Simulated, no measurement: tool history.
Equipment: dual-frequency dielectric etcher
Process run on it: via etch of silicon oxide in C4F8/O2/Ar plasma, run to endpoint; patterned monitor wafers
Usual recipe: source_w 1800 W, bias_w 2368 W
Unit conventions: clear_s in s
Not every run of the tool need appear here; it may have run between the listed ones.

run     day  source_w  bias_w  wafers since the last listed run  hours since the last wet clean  hours since the last source power generator calibration  hours since the last bias power generator calibration  hours since the last upper electrode change  incoming incoming film thickness, nm  clear_s
  1       0      1800    2656                                 0                           163.5                                                   3004.7                                                 3045.2                                       3401.6                                1451.9    269.2
  2   0.588      1800    2656                                90                           177.6                                                   3018.8                                                 3059.3                                       3415.7                                1450.4    269.8
  3     1.2      1800    2656                                94                           192.3                                                   3033.5                                                   3074                                       3430.4                                1464.1    273.8
  4   1.621      2060    2368                                65                           202.4                                                   3043.6                                                 3084.1                                       3440.5                                1464.2    258.4
  5   2.275      1580    2368                               101                           218.1                                                   3059.3                                                 3099.8                                       3456.2                                  1462    303.5
  6   2.642      1580    2368                                56                           226.9                                                   3068.1                                                 3108.6                                         3465                                1463.9    302.7
  7    3.25      1800    2368                                94                           241.5                                                   3082.7                                                 3123.2                                       3479.6                                1465.3    280.1
  8   3.892      1800    2368                                99                           256.9                                                   3098.1                                                 3138.6                                         3495                                1452.8      277
  9   4.783      1800    2368                               137                           278.3                                                   3119.5                                                   3160                                       3516.4                                1474.3    282.5
 10   5.254      1800    2368                                72                           289.6                                                   3130.8                                                 3171.3                                       3527.7                                1463.7    281.1
      5.762  -- source power generator calibrated
 11   5.962      1800    2368                                83                           306.6                                                      4.8                                                 3188.3                                       3544.7                                1466.9    282.6
 12   6.246      1800    2368                                43                           313.4                                                     11.6                                                 3195.1                                       3551.5                                1466.2    281.1
      6.867  -- bias power generator calibrated
 13   6.929      1800    2368                                79                           329.8                                                       28                                                    1.5                                       3567.9                                1467.5    280.8
 14   7.392      1800    2368                                71                           340.9                                                     39.1                                                   12.6                                         3579                                1461.4    277.9
 15   8.075      1800    2368                               105                           357.3                                                     55.5                                                     29                                       3595.4                                1466.8    283.9
 16   8.492      2020    2368                                64                           367.3                                                     65.5                                                     39                                       3605.4                                1461.2    265.3
 17   8.838      2020    2368                                53                           375.6                                                     73.8                                                   47.3                                       3613.7                                1456.7    261.8
 18   9.246      1800    2368                                63                           385.4                                                     83.6                                                   57.1                                       3623.5                                1453.6    281.3
     10.542  -- upper electrode replaced, of another model than before
 19  10.562      1800    2368                                48                             417                                                    115.2                                                   88.7                                          0.5                                  1465    284.9
 20  10.579      2210    2736                                 2                           417.4                                                    115.6                                                   89.1                                          0.9                                1454.5    248.5
 21  11.221      1370    2808                                99                           432.8                                                      131                                                  104.5                                         16.3                                1456.2    295.9
 22  11.842      1550    2163                                96                           447.7                                                    145.9                                                  119.4                                         31.2                                1460.2    310.2
 23  12.371      1800    2368                                81                           460.4                                                    158.6                                                  132.1                                         43.9                                1461.2    286.8
     13.446  -- wet clean of the chamber
 24  13.467      1800    2368                                14                             0.5                                                    184.9                                                  158.4                                         70.2                                1467.1    279.3
 25  13.804      1560    2368                                52                             8.6                                                      193                                                  166.5                                         78.3                                1462.1      295
 26  14.446      1570    2368                                99                              24                                                    208.4                                                  181.9                                         93.7                                1459.7    291.9
 27  15.108      1800    2691                               102                            39.9                                                    224.3                                                  197.8                                        109.6                                1453.4    268.6
 28  15.392      2160    2901                                43                            46.7                                                    231.1                                                  204.6                                        116.4                                1481.7    244.6
 29  15.938      2130    2676                                84                            59.8                                                    244.2                                                  217.7                                        129.5                                1468.2    251.5
 30  16.446      1360    2559                                78                              72                                                    256.4                                                  229.9                                        141.7                                1462.8    305.4
 31  16.812      1800    2368                                56                            80.8                                                    265.2                                                  238.7                                        150.5                                1466.8    279.1
 32  17.508      2120    1805                               107                            97.5                                                    281.9                                                  255.4                                        167.2                                1469.4    288.9
 33  17.771      1380    2633                                40                           103.8                                                    288.2                                                  261.7                                        173.5                                1468.9    301.4
 34  18.133      1940    2040                                56                           112.5                                                    296.9                                                  270.4                                        182.2                                1449.9      283

The tool's hidden state at each run:
source power that arrives over what is set, %: 0, the same for each run
bias power that arrives over what is set, %: 0, the same for each run
H1: etch rate over this chamber's usual, %
run      H1
  1  -0.587
  2  -0.674
  3  -0.764
  4  -0.826
  5  -0.922
  6  -0.976
  7   -1.07
  8   -1.16
  9   -1.29
 10   -1.36
 11   -1.47
 12   -1.51
 13   -1.61
 14   -1.68
 15   -1.78
 16   -1.84
 17   -1.89
 18   -1.95
 19   -2.14
 20   -2.15
 21   -2.24
 22   -2.33
 23   -2.41
 24   -0.43
 25  -0.479
 26  -0.574
 27  -0.672
 28  -0.713
 29  -0.794
 30  -0.869
 31  -0.923
 32   -1.03
 33   -1.06
 34   -1.12
